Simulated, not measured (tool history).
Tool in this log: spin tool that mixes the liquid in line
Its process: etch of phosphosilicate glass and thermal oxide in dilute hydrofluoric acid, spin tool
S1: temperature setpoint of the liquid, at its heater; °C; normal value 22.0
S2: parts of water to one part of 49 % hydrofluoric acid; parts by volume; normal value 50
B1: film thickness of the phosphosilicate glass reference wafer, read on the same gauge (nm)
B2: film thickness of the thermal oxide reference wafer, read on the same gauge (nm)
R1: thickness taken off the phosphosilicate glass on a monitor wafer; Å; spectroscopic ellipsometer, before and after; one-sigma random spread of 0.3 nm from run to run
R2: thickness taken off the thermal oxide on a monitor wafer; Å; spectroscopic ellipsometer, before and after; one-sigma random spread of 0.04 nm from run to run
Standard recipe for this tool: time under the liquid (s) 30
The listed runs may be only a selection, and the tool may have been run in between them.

{"run": 1, "day": 0.0, "S1": 22.0, "S2": 50, "time under the liquid (s)": 30, "B1": 89.97, "B2": 120.026, "R1": 346.6, "R2": 26.57}
{"run": 2, "day": 0.383, "S1": 22.0, "S2": 50, "time under the liquid (s)": 30, "B1": 89.98, "B2": 120.021, "R1": 345.7, "R2": 26.25}
{"day": 0.704, "done": "gauge calibrated"}
{"run": 3, "day": 0.8, "S1": 22.0, "S2": 50, "time under the liquid (s)": 30, "B1": 90.0, "B2": 119.992, "R1": 340.9, "R2": 26.53}
{"run": 4, "day": 1.325, "S1": 24.5, "S2": 50, "time under the liquid (s)": 30, "B1": 90.0, "B2": 120.015, "R1": 379.9, "R2": 29.23}
{"run": 5, "day": 1.938, "S1": 22.0, "S2": 50, "time under the liquid (s)": 30, "B1": 89.99, "B2": 120.061, "R1": 344.8, "R2": 26.69}
{"run": 6, "day": 2.221, "S1": 22.0, "S2": 50, "time under the liquid (s)": 30, "B1": 89.99, "B2": 120.021, "R1": 344.4, "R2": 26.66}
{"run": 7, "day": 2.575, "S1": 22.0, "S2": 50, "time under the liquid (s)": 30, "B1": 89.99, "B2": 119.983, "R1": 341.3, "R2": 26.83}
{"day": 2.746, "done": "thermometer replaced"}
{"run": 8, "day": 2.875, "S1": 23.5, "S2": 50, "time under the liquid (s)": 40, "B1": 90.03, "B2": 119.989, "R1": 480.0, "R2": 37.62}
{"run": 9, "day": 3.517, "S1": 22.0, "S2": 50, "time under the liquid (s)": 30, "B1": 90.03, "B2": 119.971, "R1": 341.9, "R2": 26.05}
{"run": 10, "day": 3.904, "S1": 22.0, "S2": 50, "time under the liquid (s)": 40, "B1": 90.01, "B2": 120.016, "R1": 460.7, "R2": 34.22}
{"run": 11, "day": 4.425, "S1": 18.0, "S2": 65, "time under the liquid (s)": 45, "B1": 90.0, "B2": 120.018, "R1": 325.4, "R2": 24.7}
{"run": 12, "day": 4.979, "S1": 22.0, "S2": 50, "time under the liquid (s)": 30, "B1": 89.99, "B2": 120.0, "R1": 342.3, "R2": 26.59}
{"run": 13, "day": 5.383, "S1": 22.0, "S2": 50, "time under the liquid (s)": 30, "B1": 90.0, "B2": 120.028, "R1": 333.3, "R2": 26.68}
{"run": 14, "day": 5.967, "S1": 22.0, "S2": 50, "time under the liquid (s)": 30, "B1": 90.0, "B2": 119.971, "R1": 337.0, "R2": 26.14}
{"day": 6.054, "done": "gauge calibrated"}
{"run": 15, "day": 6.617, "S1": 17.5, "S2": 40, "time under the liquid (s)": 40, "B1": 90.0, "B2": 119.993, "R1": 466.7, "R2": 36.53}
{"day": 7.042, "done": "hydrofluoric acid flow meter replaced"}
{"run": 16, "day": 7.088, "S1": 24.0, "S2": 35, "time under the liquid (s)": 50, "B1": 90.0, "B2": 120.052, "R1": 1010.8, "R2": 80.43}
{"run": 17, "day": 7.712, "S1": 22.0, "S2": 35, "time under the liquid (s)": 15, "B1": 90.01, "B2": 120.01, "R1": 283.2, "R2": 21.76}
{"run": 18, "day": 8.096, "S1": 25.5, "S2": 65, "time under the liquid (s)": 25, "B1": 89.99, "B2": 120.002, "R1": 280.5, "R2": 21.4}
{"run": 19, "day": 8.358, "S1": 22.0, "S2": 25, "time under the liquid (s)": 35, "B1": 90.02, "B2": 119.994, "R1": 930.3, "R2": 71.63}
{"run": 20, "day": 9.021, "S1": 22.0, "S2": 50, "time under the liquid (s)": 30, "B1": 90.0, "B2": 120.0, "R1": 386.1, "R2": 30.07}

List, for all runs, the conditions of the tool that the log does not record:
liquid hotter than its thermometer reads (K): 0, the same for each run
gauge reads high (%): 0, the same for each run
H1: hydrofluoric acid flow below the setpoint (%)
run=1 H1=10.3
run=2 H1=10.4
run=3 H1=10.6
run=4 H1=10.8
run=5 H1=11
run=6 H1=11
run=7 H1=11.2
run=8 H1=11.3
run=9 H1=11.5
run=10 H1=11.6
run=11 H1=11.8
run=12 H1=12
run=13 H1=12.1
run=14 H1=12.3
run=15 H1=12.5
run=16 H1=0.282
run=17 H1=0.49
run=18 H1=0.618
run=19 H1=0.706
run=20 H1=0.927

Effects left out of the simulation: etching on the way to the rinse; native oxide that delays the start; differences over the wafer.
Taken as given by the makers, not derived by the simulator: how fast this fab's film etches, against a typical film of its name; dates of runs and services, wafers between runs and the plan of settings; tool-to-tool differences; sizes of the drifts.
